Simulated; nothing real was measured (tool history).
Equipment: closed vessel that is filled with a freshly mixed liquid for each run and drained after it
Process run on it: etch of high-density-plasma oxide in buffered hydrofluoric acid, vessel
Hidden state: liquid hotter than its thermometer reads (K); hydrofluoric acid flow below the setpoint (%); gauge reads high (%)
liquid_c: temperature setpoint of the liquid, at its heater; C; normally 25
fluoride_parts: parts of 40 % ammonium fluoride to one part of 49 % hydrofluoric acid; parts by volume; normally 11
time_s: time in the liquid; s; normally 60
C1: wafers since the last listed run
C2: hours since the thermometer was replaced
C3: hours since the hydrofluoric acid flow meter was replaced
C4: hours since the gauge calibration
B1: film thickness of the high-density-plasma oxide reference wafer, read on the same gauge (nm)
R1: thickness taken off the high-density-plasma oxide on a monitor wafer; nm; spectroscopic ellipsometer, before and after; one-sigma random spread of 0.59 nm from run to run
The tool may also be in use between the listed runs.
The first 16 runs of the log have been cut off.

run 17 hour=424.7 | liquid_c=28.5 fluoride_parts=9 time_s=80 | C1=3587 C2=55.2 C3=212.2 C4=66.7 | B1=100.01 | R1=252.42
-- hour=441.8 hydrofluoric acid flow meter replaced, repeated, since the last time left the tool worse
run 18 hour=442.3 | liquid_c=25 fluoride_parts=13 time_s=60 | C1=2344 C2=72.8 C3=0.5 C4=84.3 | B1=100 | R1=117.99
run 19 hour=462.8 | liquid_c=23.5 fluoride_parts=10 time_s=45 | C1=2895 C2=93.3 C3=21 C4=104.8 | B1=100 | R1=105.24
run 20 hour=484.5 | liquid_c=28.5 fluoride_parts=9 time_s=80 | C1=3064 C2=115 C3=42.7 C4=126.5 | B1=100.02 | R1=261.88
run 21 hour=519.7 | liquid_c=25 fluoride_parts=11 time_s=60 | C1=4971 C2=150.2 C3=77.9 C4=161.7 | B1=99.97 | R1=138.1
run 22 hour=537.6 | liquid_c=29.5 fluoride_parts=13 time_s=30 | C1=2527 C2=168.1 C3=95.8 C4=179.6 | B1=100.01 | R1=74.8
run 23 hour=569.3 | liquid_c=21.5 fluoride_parts=14 time_s=60 | C1=4476 C2=199.8 C3=127.5 C4=211.3 | B1=100.01 | R1=90.35
run 24 hour=598.3 | liquid_c=25 fluoride_parts=11 time_s=60 | C1=4095 C2=228.8 C3=156.5 C4=240.3 | B1=100.02 | R1=137.76
run 25 hour=619.8 | liquid_c=25 fluoride_parts=11 time_s=90 | C1=3036 C2=250.3 C3=178 C4=261.8 | B1=100.01 | R1=206.22
run 26 hour=639.7 | liquid_c=21.5 fluoride_parts=14.5 time_s=60 | C1=2810 C2=270.2 C3=197.9 C4=281.7 | B1=99.96 | R1=86.71
run 27 hour=664 | liquid_c=25 fluoride_parts=7.5 time_s=75 | C1=3431 C2=294.5 C3=222.2 C4=306 | B1=100.02 | R1=243.54
run 28 hour=699.1 | liquid_c=22.5 fluoride_parts=13.5 time_s=60 | C1=4956 C2=329.6 C3=257.3 C4=341.1 | B1=99.97 | R1=97.89
run 29 hour=714.7 | liquid_c=20.5 fluoride_parts=8 time_s=75 | C1=2203 C2=345.2 C3=272.9 C4=356.7 | B1=99.98 | R1=177.88
run 30 hour=796 | liquid_c=25 fluoride_parts=9.5 time_s=95 | C1=11481 C2=426.5 C3=354.2 C4=438 | B1=100.01 | R1=245.89

Branching from run 30: 5 alternative next runs. What would each branch give?
run A hour=796.7 | liquid_c=25 fluoride_parts=11 time_s=60 | C1=98 C2=427.2 C3=354.9 C4=438.7 | B1=? | R1=?
run B hour=796.7 | liquid_c=25 fluoride_parts=11 time_s=70 | C1=98 C2=427.2 C3=354.9 C4=438.7 | B1=? | R1=?
run C hour=796.7 | liquid_c=28.5 fluoride_parts=11 time_s=45 | C1=98 C2=427.2 C3=354.9 C4=438.7 | B1=? | R1=?
run D hour=796.7 | liquid_c=25 fluoride_parts=11 time_s=85 | C1=98 C2=427.2 C3=354.9 C4=438.7 | B1=? | R1=?
run E hour=796.7 | liquid_c=27.5 fluoride_parts=15 time_s=60 | C1=98 C2=427.2 C3=354.9 C4=438.7 | B1=? | R1=?

run=A B1=99.99 R1=136.56
run=B B1=99.99 R1=159.32
run=C B1=99.99 R1=123.54
run=D B1=99.99 R1=193.46
run=E B1=99.99 R1=115.31
Without the tool's hidden state the same runs would have given:
run=A R1=139.87
run=B R1=163.18
run=C R1=126.54
run=D R1=198.15
run=E R1=118.13
